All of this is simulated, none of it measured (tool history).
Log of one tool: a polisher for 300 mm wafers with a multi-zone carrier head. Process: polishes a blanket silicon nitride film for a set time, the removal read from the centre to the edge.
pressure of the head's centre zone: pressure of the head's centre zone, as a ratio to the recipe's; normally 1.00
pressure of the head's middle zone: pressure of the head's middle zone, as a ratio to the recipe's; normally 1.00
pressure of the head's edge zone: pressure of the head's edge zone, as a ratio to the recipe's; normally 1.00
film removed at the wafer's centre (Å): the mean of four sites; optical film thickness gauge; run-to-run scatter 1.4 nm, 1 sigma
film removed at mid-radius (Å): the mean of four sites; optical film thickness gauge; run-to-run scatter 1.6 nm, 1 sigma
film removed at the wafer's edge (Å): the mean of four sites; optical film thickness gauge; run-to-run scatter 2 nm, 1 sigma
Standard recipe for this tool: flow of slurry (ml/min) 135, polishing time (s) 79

run,hour,flow of slurry (ml/min),pressure of the head's centre zone,pressure of the head's middle zone,pressure of the head's edge zone,polishing time (s),wafers since the last listed run,wafers polished on this pad,hours since the slurry nozzle was cleaned,hours since the centre zone pressure was calibrated,hours since the edge zone pressure was calibrated,hours since the carrier head's membrane was replaced,"incoming thickness of the incoming film, nm",film removed at the wafer's centre (Å),film removed at mid-radius (Å),film removed at the wafer's edge (Å)
1,0.0,135,1.00,1.00,1.00,79,0,498,199.9,476.7,84.3,933.6,508.9,1712,1684,1731
2,33.3,135,1.00,1.00,1.00,79,241,740,233.2,510.0,117.6,966.9,500.1,1676,1693,1716
3,68.4,135,1.00,1.00,1.00,79,254,994,268.3,545.1,152.7,1002.0,501.6,1667,1710,1731
# hour 92.5: worn pad replaced by a new one
4,99.4,135,1.00,1.00,1.00,79,195,49,299.3,576.1,183.7,1033.0,496.9,1677,1682,1698
5,131.9,135,1.00,1.00,1.00,79,235,285,331.8,608.6,216.2,1065.5,506.1,1673,1695,1763
6,166.4,120,1.00,0.96,1.00,93,250,535,366.3,643.1,250.7,1100.0,496.2,1931,1888,2003
# hour 182.6: carrier head's membrane replaced by a new one
7,194.5,135,0.91,1.00,1.10,79,167,703,394.4,671.2,278.8,11.9,505.7,1545,1706,1796
8,217.1,105,1.00,1.00,1.00,79,163,867,417.0,693.8,301.4,34.5,506.6,1562,1618,1649
9,247.9,135,1.00,1.00,1.00,92,223,1090,447.8,724.6,332.2,65.3,502.0,1944,1972,1983
# hour 252.0: worn pad replaced by a new one
# hour 258.9: slurry nozzle cleaned
10,266.3,135,1.00,1.00,1.00,79,97,96,7.4,743.0,350.6,83.7,499.4,1645,1711,1723
11,281.1,170,1.00,1.00,1.00,79,107,203,22.2,757.8,365.4,98.5,502.3,1723,1756,1826
# hour 301.3: centre zone pressure recalibrated
12,301.8,135,0.92,1.00,0.89,79,135,339,42.9,0.5,386.1,119.2,495.7,1566,1700,1661
# hour 310.4: edge zone pressure recalibrated
13,320.1,170,1.00,1.00,0.92,79,118,457,61.2,18.8,9.7,137.5,495.3,1782,1801,1705
14,353.9,135,1.09,0.92,1.00,79,245,702,95.0,52.6,43.5,171.3,498.0,1817,1588,1712
15,374.1,100,1.00,1.00,1.00,79,146,849,115.2,72.8,63.7,191.5,508.0,1577,1592,1651
16,395.1,135,1.00,1.00,1.00,79,152,1001,136.2,93.8,84.7,212.5,499.3,1708,1695,1708
# hour 411.0: worn pad replaced by a new one
17,411.5,135,1.00,1.00,1.00,79,89,3,152.6,110.2,101.1,228.9,504.8,1715,1734,1732
18,425.0,135,1.06,1.11,1.00,79,97,101,166.1,123.7,114.6,242.4,500.5,1785,1904,1740
19,447.1,135,1.00,1.00,1.00,79,160,262,188.2,145.8,136.7,264.5,495.9,1691,1707,1762
20,476.5,135,1.07,1.00,1.00,79,213,475,217.6,175.2,166.1,293.9,499.6,1816,1710,1729
21,490.3,180,1.00,0.88,1.00,79,100,575,231.4,189.0,179.9,307.7,503.9,1797,1613,1796

5 options for the next run, each taken on its own from the tool as it stands now. Forecast them:
A,490.7,135,0.92,1.00,1.00,79,2,578,231.8,189.4,180.3,308.1,507.0,?,?,?
B,490.7,115,1.04,1.00,1.07,79,2,578,231.8,189.4,180.3,308.1,507.0,?,?,?
C,490.7,155,1.00,1.10,0.90,71,2,578,231.8,189.4,180.3,308.1,507.0,?,?,?
D,490.7,135,1.00,0.91,1.00,94,2,578,231.8,189.4,180.3,308.1,507.0,?,?,?
E,490.7,135,1.09,1.00,1.00,79,2,578,231.8,189.4,180.3,308.1,507.0,?,?,?

run,film removed at the wafer's centre (Å),film removed at mid-radius (Å),film removed at the wafer's edge (Å)
A,1595,1704,1706
B,1706,1646,1713
C,1587,1703,1498
D,2038,1872,2033
E,1847,1702,1706
What these runs would have given with no unlogged condition in the tool:
run,film removed at the wafer's centre (Å),film removed at mid-radius (Å),film removed at the wafer's edge (Å)
A,1600,1704,1706
B,1711,1646,1713
C,1592,1703,1498
D,2044,1872,2033
E,1853,1702,1706
